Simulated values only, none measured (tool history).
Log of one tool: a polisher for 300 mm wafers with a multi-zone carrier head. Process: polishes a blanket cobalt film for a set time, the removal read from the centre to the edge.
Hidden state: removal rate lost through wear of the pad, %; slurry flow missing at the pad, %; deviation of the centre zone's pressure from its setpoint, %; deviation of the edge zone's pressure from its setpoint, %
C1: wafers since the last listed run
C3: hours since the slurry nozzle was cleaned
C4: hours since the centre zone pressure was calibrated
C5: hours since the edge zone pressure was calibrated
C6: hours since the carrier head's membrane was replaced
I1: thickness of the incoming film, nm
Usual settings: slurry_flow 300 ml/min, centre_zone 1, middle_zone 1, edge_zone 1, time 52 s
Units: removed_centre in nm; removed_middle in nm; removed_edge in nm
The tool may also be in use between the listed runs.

Run 1, hour 0: usual settings; C1 0; wafers polished on this pad 122; C3 321; C4 1054.5; C5 346.6; C6 1818.1; I1 683.1. Result: removed_centre 206.5 nm, removed_middle 211 nm, removed_edge 207.1 nm.
Run 2, hour 11.2: usual settings; C1 166; wafers polished on this pad 289; C3 332.2; C4 1065.7; C5 357.8; C6 1829.3; I1 673.7. Result: removed_centre 205 nm, removed_middle 208.6 nm, removed_edge 211.5 nm.
Run 3, hour 26.6: usual settings; C1 229; wafers polished on this pad 519; C3 347.6; C4 1081.1; C5 373.2; C6 1844.7; I1 658.7. Result: removed_centre 203.5 nm, removed_middle 213.9 nm, removed_edge 211.1 nm.
At hour 31.4: worn pad replaced by a new one.
Run 4, hour 39.2: usual settings but slurry_flow 235 ml/min; C1 128; wafers polished on this pad 115; C3 360.2; C4 1093.7; C5 385.8; C6 1857.3; I1 677.6. Result: removed_centre 202.9 nm, removed_middle 205.2 nm, removed_edge 203.3 nm.
Run 5, hour 48: usual settings but slurry_flow 235 ml/min; C1 131; wafers polished on this pad 247; C3 369; C4 1102.5; C5 394.6; C6 1866.1; I1 674.2. Result: removed_centre 199.8 nm, removed_middle 205.9 nm, removed_edge 207.7 nm.
Run 6, hour 57.8: usual settings but time 41 s; C1 146; wafers polished on this pad 393; C3 378.8; C4 1112.3; C5 404.4; C6 1875.9; I1 678.5. Result: removed_centre 160.8 nm, removed_middle 164.3 nm, removed_edge 161 nm.
At hour 71.3: edge zone pressure recalibrated.
At hour 74.6: worn pad replaced by a new one.
Run 7, hour 75.1: usual settings; C1 178; wafers polished on this pad 6; C3 396.1; C4 1129.6; C5 3.8; C6 1893.2; I1 662.1. Result: removed_centre 206.6 nm, removed_middle 209.9 nm, removed_edge 207 nm.
Run 8, hour 85.8: usual settings; C1 159; wafers polished on this pad 166; C3 406.8; C4 1140.3; C5 14.5; C6 1903.9; I1 666.7. Result: removed_centre 204.4 nm, removed_middle 214.2 nm, removed_edge 210.2 nm.
At hour 95.5: slurry nozzle cleaned.
Run 9, hour 96: usual settings but time 41 s; C1 137; wafers polished on this pad 303; C3 0.5; C4 1150.5; C5 24.7; C6 1914.1; I1 672.2. Result: removed_centre 160.9 nm, removed_middle 167.3 nm, removed_edge 163 nm.
At hour 116.3: centre zone pressure recalibrated.
Run 10, hour 116.8: usual settings but slurry_flow 235 ml/min, centre_zone 1.09, middle_zone 1.05, time 41 s; C1 280; wafers polished on this pad 583; C3 21.3; C4 0.5; C5 45.5; C6 1934.9; I1 669.1. Result: removed_centre 172.8 nm, removed_middle 166.8 nm, removed_edge 160.7 nm.
At hour 124.7: worn pad replaced by a new one.
Run 11, hour 125.8: usual settings; C1 74; wafers polished on this pad 16; C3 30.3; C4 9.5; C5 54.5; C6 1943.9; I1 678.7. Result: removed_centre 204.4 nm, removed_middle 210.6 nm, removed_edge 207.4 nm.
Run 12, hour 136.3: usual settings but slurry_flow 400 ml/min, middle_zone 1.05, edge_zone 1.06, time 34 s; C1 156; wafers polished on this pad 173; C3 40.8; C4 20; C5 65; C6 1954.4; I1 675.3. Result: removed_centre 135.9 nm, removed_middle 143.1 nm, removed_edge 142.5 nm.
At hour 142.9: carrier head's membrane replaced by a new one.
Run 13, hour 147.5: usual settings but slurry_flow 265 ml/min, middle_zone 0.95; C1 92; wafers polished on this pad 265; C3 52; C4 31.2; C5 76.2; C6 4.6; I1 665. Result: removed_centre 200.4 nm, removed_middle 202.6 nm, removed_edge 206.4 nm.
Run 14, hour 158.3: usual settings but slurry_flow 375 ml/min; C1 161; wafers polished on this pad 426; C3 62.8; C4 42; C5 87; C6 15.4; I1 682.9. Result: removed_centre 208.4 nm, removed_middle 213.9 nm, removed_edge 213.4 nm.
At hour 173.7: worn pad replaced by a new one.
Run 15, hour 174.2: usual settings but middle_zone 1.1; C1 177; wafers polished on this pad 6; C3 78.7; C4 57.9; C5 102.9; C6 31.3; I1 666.5. Result: removed_centre 202.8 nm, removed_middle 224.7 nm, removed_edge 209.6 nm.
Run 16, hour 187: usual settings but slurry_flow 230 ml/min, centre_zone 1.08, middle_zone 0.96, time 35 s; C1 190; wafers polished on this pad 197; C3 91.5; C4 70.7; C5 115.7; C6 44.1; I1 657.2. Result: removed_centre 145.5 nm, removed_middle 131.9 nm, removed_edge 137.5 nm.
Run 17, hour 195.9: usual settings but centre_zone 1.07, edge_zone 0.91; C1 132; wafers polished on this pad 330; C3 100.4; C4 79.6; C5 124.6; C6 53; I1 664.2. Result: removed_centre 217.9 nm, removed_middle 211.5 nm, removed_edge 200.5 nm.

Forecast each of these 5 alternatives for the next run:
Run A, hour 196.3: usual settings but edge_zone 0.95; C1 5; wafers polished on this pad 336; C3 100.8; C4 80; C5 125; C6 53.4; I1 665.9. Result: removed_centre ?, removed_middle ?, removed_edge ?.
Run B, hour 196.3: usual settings but edge_zone 1.06, time 68 s; C1 5; wafers polished on this pad 336; C3 100.8; C4 80; C5 125; C6 53.4; I1 665.9. Result: removed_centre ?, removed_middle ?, removed_edge ?.
Run C, hour 196.3: usual settings but middle_zone 0.95, edge_zone 1.07, time 43 s; C1 5; wafers polished on this pad 336; C3 100.8; C4 80; C5 125; C6 53.4; I1 665.9. Result: removed_centre ?, removed_middle ?, removed_edge ?.
Run D, hour 196.3: usual settings but slurry_flow 365 ml/min, middle_zone 0.9, edge_zone 1.12, time 41 s; C1 5; wafers polished on this pad 336; C3 100.8; C4 80; C5 125; C6 53.4; I1 665.9. Result: removed_centre ?, removed_middle ?, removed_edge ?.
Run E, hour 196.3: usual settings but edge_zone 0.91; C1 5; wafers polished on this pad 336; C3 100.8; C4 80; C5 125; C6 53.4; I1 665.9. Result: removed_centre ?, removed_middle ?, removed_edge ?.

run  removed_centre  removed_middle  removed_edge
  A           204.5           213.5         201.3
  B           267.4           279.1         277.6
  C           169.1           169.1         176.5
  D           163.4           156.1           174
  E           204.5           213.5         197.3
Without the tool's hidden state the same runs would have given:
run  removed_centre  removed_middle  removed_edge
  A           204.5           213.5         201.3
  B           267.4           279.1         277.6
  C           169.1           169.1         176.5
  D           163.4           156.1           174
  E           204.5           213.5         197.3
